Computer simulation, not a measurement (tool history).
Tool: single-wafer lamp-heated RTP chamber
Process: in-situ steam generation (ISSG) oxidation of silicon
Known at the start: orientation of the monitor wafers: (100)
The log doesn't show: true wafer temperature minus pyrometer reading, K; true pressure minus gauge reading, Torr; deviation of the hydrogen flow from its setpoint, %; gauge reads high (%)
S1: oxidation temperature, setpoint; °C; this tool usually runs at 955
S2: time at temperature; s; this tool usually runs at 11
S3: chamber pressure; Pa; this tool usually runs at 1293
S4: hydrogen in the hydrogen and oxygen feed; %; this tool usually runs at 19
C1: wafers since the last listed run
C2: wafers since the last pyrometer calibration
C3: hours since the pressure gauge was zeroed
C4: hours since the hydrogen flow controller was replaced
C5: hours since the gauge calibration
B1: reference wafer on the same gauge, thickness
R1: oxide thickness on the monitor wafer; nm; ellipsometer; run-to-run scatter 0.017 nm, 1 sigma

run 1 hour=0.0 | S1=955 S2=11 S3=1293 S4=19 | C1=0 C2=998 C3=3535.8 C4=5136.3 C5=65.8 | B1=2.713 | R1=3.332
run 2 hour=38.3 | S1=955 S2=11 S3=1293 S4=19 | C1=519 C2=1517 C3=3574.1 C4=5174.6 C5=104.1 | B1=2.712 | R1=3.317
run 3 hour=102.3 | S1=955 S2=11 S3=1293 S4=19 | C1=867 C2=2385 C3=3638.1 C4=5238.6 C5=168.1 | B1=2.714 | R1=3.380
-- hour=134.4 pyrometer window cleaned and pyrometer calibrated
run 4 hour=136.2 | S1=955 S2=11 S3=1293 S4=19 | C1=350 C2=24 C3=3672.0 C4=5272.5 C5=202.0 | B1=2.711 | R1=3.302
run 5 hour=160.5 | S1=955 S2=11 S3=1293 S4=19 | C1=329 C2=353 C3=3696.3 C4=5296.8 C5=226.3 | B1=2.710 | R1=3.338
run 6 hour=214.6 | S1=955 S2=11 S3=1360 S4=19 | C1=733 C2=1086 C3=3750.4 C4=5350.9 C5=280.4 | B1=2.712 | R1=3.335
run 7 hour=278.6 | S1=955 S2=11 S3=1187 S4=19 | C1=867 C2=1953 C3=3814.4 C4=5414.9 C5=344.4 | B1=2.713 | R1=3.391
-- hour=349.1 pyrometer window cleaned and pyrometer calibrated
-- hour=425.1 hydrogen flow controller replaced
run 8 hour=478.0 | S1=955 S2=11 S3=1187 S4=19 | C1=2485 C2=1638 C3=4013.8 C4=52.9 C5=543.8 | B1=2.705 | R1=3.491

Predict the results of run 9:
run 9 hour=547.4 | S1=936 S2=14 S3=1147 S4=11 | C1=940 C2=2579 C3=4083.2 C4=122.3 C5=613.2 | B1=? | R1=?

{"run 9": {"B1": 2.71, "R1": 3.235}}
Had the tool carried no hidden state, the very same run would have given R1 3.139 nm.
